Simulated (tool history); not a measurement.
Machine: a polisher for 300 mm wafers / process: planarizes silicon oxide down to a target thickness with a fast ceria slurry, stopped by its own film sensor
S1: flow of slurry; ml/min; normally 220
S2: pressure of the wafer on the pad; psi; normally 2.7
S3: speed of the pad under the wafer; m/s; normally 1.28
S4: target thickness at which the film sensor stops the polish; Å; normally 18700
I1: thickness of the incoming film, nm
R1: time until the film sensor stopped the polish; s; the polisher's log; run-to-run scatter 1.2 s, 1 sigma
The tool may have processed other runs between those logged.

run,day,S1,S2,S3,S4,I1,R1
1,0.000,220,2.7,1.28,18700,3118.7,70.9
2,2.683,245,3.0,1.28,18700,3184.6,69.7
# day 4.650: worn pad replaced by a new one
3,5.417,220,2.2,1.28,18700,3191.4,89.0
4,8.312,220,2.2,1.28,18700,3093.1,83.3
5,10.829,220,2.2,1.28,18700,3143.1,87.1
# day 11.329: slurry nozzle cleaned
# day 11.392: worn pad replaced by a new one
6,12.054,220,2.7,1.28,18700,3190.1,71.6
7,14.104,220,2.7,1.28,18700,3130.5,68.2
8,16.971,195,2.7,1.28,18700,3119.3,71.2
# day 17.179: worn pad replaced by a new one
# day 19.354: head pressure recalibrated
9,19.583,220,3.5,1.28,18700,3131.9,62.5
# day 22.512: worn pad replaced by a new one
10,22.562,220,2.7,1.28,18700,3156.1,79.4
11,23.650,265,2.7,1.28,18700,3095.1,75.3
12,25.783,290,2.2,0.94,21520,3130.4,94.8
# day 27.067: slurry nozzle cleaned
13,27.692,220,2.2,1.28,18700,3120.8,86.1
# day 28.750: worn pad replaced by a new one
14,29.371,200,2.7,1.28,18700,3172.5,77.2

5 ways to go on from here, each from the tool as it stands after run 14. What would each give?
A,29.388,220,2.7,1.28,18700,3143.2,?
B,29.388,220,2.7,1.46,21150,3143.2,?
C,29.388,220,2.7,0.90,15260,3143.2,?
D,29.388,220,2.7,1.28,20290,3143.2,?
E,29.388,180,2.7,1.28,18700,3143.2,?

run,R1
A,73.4
B,52.0
C,132.6
D,64.3
E,75.9
Had the tool no hidden state, the same runs would have come out as:
run,R1
A,75.1
B,53.2
C,135.7
D,65.7
E,77.1

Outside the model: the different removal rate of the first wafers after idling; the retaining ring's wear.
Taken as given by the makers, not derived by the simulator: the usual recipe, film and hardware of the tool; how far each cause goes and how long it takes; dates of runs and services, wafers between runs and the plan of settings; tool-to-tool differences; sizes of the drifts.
